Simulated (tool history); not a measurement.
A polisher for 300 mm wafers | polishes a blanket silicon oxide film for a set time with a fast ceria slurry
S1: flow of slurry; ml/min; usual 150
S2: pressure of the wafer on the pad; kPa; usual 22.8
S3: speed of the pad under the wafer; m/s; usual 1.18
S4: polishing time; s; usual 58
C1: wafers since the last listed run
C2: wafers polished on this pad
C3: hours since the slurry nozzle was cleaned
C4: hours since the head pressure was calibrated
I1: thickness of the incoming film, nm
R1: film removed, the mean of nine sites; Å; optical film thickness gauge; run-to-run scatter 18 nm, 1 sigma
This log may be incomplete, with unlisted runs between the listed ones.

run      day   S1    S2    S3  S4    C1    C2     C3     C4      I1     R1
  1    0.000  150  22.8  1.18  58     0  1722  482.5   86.7  3587.7  14033
  2    1.925  150  22.8  1.18  58   351  2074  528.7  132.9  3561.3  14112
  3    5.733  150  22.8  1.18  58   694  2768  620.1  224.3  3553.5  13799
  4    8.800  150  22.8  1.40  65   559  3328  693.7  297.9  3565.3  17330
      10.200  -- slurry nozzle cleaned
  5   11.938  150  22.8  1.40  65   564  3893   41.7  373.2  3514.2  17603
  6   15.188  150  22.8  1.18  58   593  4486  119.7  451.2  3590.9  13234
  7   17.350  150  22.8  1.18  58   394  4881  171.6  503.1  3595.3  13495
  8   18.904  150  22.8  1.18  58   283  5164  208.9  540.4  3559.4  13689
  9   22.608  125  22.8  1.18  58   675  5840  297.8  629.3  3568.3  12466
      23.396  -- worn pad replaced by a new one
 10   24.854  150  22.8  1.18  58   379   265  351.7  683.2  3538.4  14581
 11   26.450  150  22.8  1.18  58   291   557  390.0  721.5  3549.0  14024
 12   30.542  150  22.8  1.18  58   746  1303  488.2  819.7  3559.7  14406
      32.871  -- head pressure recalibrated
 13   34.888  150  22.8  1.18  58   777  2081  592.5   48.4  3545.5  14140
 14   39.208  150  22.8  1.18  58   788  2869  696.2  152.1  3524.6  13755
      41.962  -- slurry nozzle cleaned
 15   52.554  185  22.8  1.34  58  2427  5297  254.2  472.4  3564.9  15435
      53.933  -- worn pad replaced by a new one, of another model than before
 16   54.708  150  22.8  1.18  58   362   141  305.9  524.1  3538.9  14452
 17   58.292  125  22.8  1.18  48   653   795  391.9  610.1  3510.0  11323
      68.558  -- head pressure recalibrated
 18   70.954  105  29.0  1.18  70  2295  3090  695.8   57.5  3528.6  20408
 19   75.108  150  22.8  1.18  58   758  3848  795.5  157.2  3548.7  13760
      76.729  -- slurry nozzle cleaned
 20   76.842  105  19.3  0.84  39   308  4157    2.7  198.8  3507.8   6179
 21   78.583  165  29.6  1.00  40   317  4475   44.5  240.6  3467.9  10794
      81.571  -- worn pad replaced by a new one
 22   81.867  195  16.5  0.98  58   568    53  123.3  319.4  3544.0   9869
 23   84.583  150  22.8  1.52  58   495   549  188.5  384.6  3532.2  16929
 24   87.312  150  22.8  1.18  58   497  1047  254.0  450.1  3550.0  14322
 25   89.296  150  22.8  0.92  45   361  1409  301.6  497.7  3553.2   9657
 26   93.217  150  22.8  1.04  58   715  2124  395.7  591.8  3502.6  12770
 27   96.892  150  22.8  1.18  58   670  2795  483.9  680.0  3560.9  13841
      97.838  -- head pressure recalibrated
 28   99.433  150  22.8  1.18  58   448  3243  544.9   38.3  3580.4  13813
 29  101.704  150  22.8  1.18  44   414  3658  599.4   92.8  3576.6  10088
 30  104.788  150  22.8  1.58  58   562  4220  673.4  166.8  3466.5  16284
     105.667  -- slurry nozzle cleaned
 31  107.112  180  22.8  1.18  65   416  4637   34.7  222.6  3592.8  15483
 32  111.167  150  22.8  1.18  58   739  5377  132.0  319.9  3571.2  13382
     112.758  -- worn pad replaced by a new one
 33  114.458  180  22.8  1.18  58   570   310  211.0  398.9  3584.6  14446
 34  116.850  170  22.8  1.00  58   436   746  268.4  456.3  3494.6  12647
 35  118.821  175  22.8  0.98  58   359  1106  315.7  503.6  3487.3  12806
 36  121.650  135  22.8  1.18  42   516  1622  383.6  571.5  3514.6   9951
 37  129.675  150  22.8  1.18  75  1464  3086  576.2  764.1  3571.1  17301

Below, each run's measurement less what the same run would have read without the hidden state. Both values contain the same run-to-run variation, but the gauge's scatter may not be the same in both:
What the log doesn't record here: removal rate lost through wear of the pad, %; slurry flow missing at the pad, %; deviation of the head's pressure from its setpoint, %.
run     R1
  1   -513
  2   -586
  3   -711
  4  -1034
  5  -1199
  6  -1020
  7  -1122
  8  -1198
  9  -1222
 10   -112
 11   -162
 12   -312
 13   -462
 14   -602
 15  -1231
 16   -210
 17   -266
 18  -1145
 19   -927
 20   -445
 21   -830
 22    -94
 23   -275
 24   -329
 25   -271
 26   -485
 27   -658
 28   -750
 29   -608
 30  -1118
 31  -1162
 32  -1156
 33   -390
 34   -419
 35   -489
 36   -453
 37  -1157
